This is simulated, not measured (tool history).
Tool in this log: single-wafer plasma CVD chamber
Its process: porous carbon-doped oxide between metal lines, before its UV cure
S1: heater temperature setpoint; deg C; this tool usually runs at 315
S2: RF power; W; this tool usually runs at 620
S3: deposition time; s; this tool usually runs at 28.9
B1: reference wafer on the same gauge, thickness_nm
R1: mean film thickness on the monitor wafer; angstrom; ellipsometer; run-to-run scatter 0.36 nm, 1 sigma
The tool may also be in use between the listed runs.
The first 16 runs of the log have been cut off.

Run 17, day 15.729: usual settings but S2 660 W; B1 134.919. Result: R1 1615.16 angstrom.
Run 18, day 17.158: usual settings but S1 320 deg C; B1 135.083. Result: R1 1502.06 angstrom.
At day 17.808: thermocouple changed; heater temperature recalibrated.
Run 19, day 18.112: usual settings; B1 134.966. Result: R1 1610.59 angstrom.
Run 20, day 18.971: usual settings but S1 323 deg C, S3 30.9 s; B1 134.955. Result: R1 1633.45 angstrom.
Run 21, day 20.008: usual settings; B1 134.91. Result: R1 1612.19 angstrom.
At day 20.638: RF generator calibrated.
Run 22, day 20.692: usual settings; B1 135.031. Result: R1 1627.02 angstrom.
Run 23, day 22.142: usual settings but S2 670 W, S3 25.3 s; B1 135.094. Result: R1 1500.29 angstrom.
At day 22.696: showerhead replaced.
Run 24, day 23.062: usual settings; B1 134.936. Result: R1 1628.87 angstrom.
Run 25, day 23.642: usual settings; B1 134.996. Result: R1 1628.01 angstrom.
Run 26, day 25.046: usual settings but S1 308 deg C, S2 550 W; B1 134.816. Result: R1 1570.72 angstrom.
Run 27, day 28.633: usual settings but S1 322 deg C, S2 500 W, S3 25.5 s; B1 135.059. Result: R1 1205.67 angstrom.
Run 28, day 30.021: usual settings but S1 321 deg C, S2 545 W, S3 26.9 s; B1 135.065. Result: R1 1344.46 angstrom.
Run 29, day 31.362: usual settings but S3 32.6 s; B1 135.117. Result: R1 1808.52 angstrom.
Run 30, day 35.233: usual settings but S1 307 deg C, S2 725 W; B1 134.91. Result: R1 1865.45 angstrom.
At day 38.688: gauge calibrated.
Run 31, day 39.675: usual settings but S1 329 deg C, S2 725 W, S3 23.3 s; B1 134.88. Result: R1 1328.01 angstrom.
Run 32, day 40.621: usual settings; B1 135.09. Result: R1 1609.77 angstrom.
Run 33, day 41.192: usual settings but S1 304 deg C, S2 575 W, S3 23.9 s; B1 135.076. Result: R1 1361.17 angstrom.
Run 34, day 42.558: usual settings but S1 305 deg C, S2 505 W, S3 25 s; B1 134.903. Result: R1 1304.42 angstrom.

Branching from run 34: 4 alternative next runs. What would each branch give?
Run A, day 42.575: usual settings; B1 ?. Result: R1 ?.
Run B, day 42.575: usual settings but S1 321 deg C, S2 500 W, S3 31.2 s; B1 ?. Result: R1 ?.
Run C, day 42.575: usual settings but S1 304 deg C, S2 515 W; B1 ?. Result: R1 ?.
Run D, day 42.575: usual settings but S2 705 W; B1 ?. Result: R1 ?.

run      B1       R1
  A  135.06  1606.82
  B  135.06  1462.22
  C  135.06  1531.33
  D  135.06  1739.37
Had the tool no hidden state, the same runs would have come out as:
run       R1
  A  1620.98
  B  1474.78
  C  1545.58
  D  1754.62
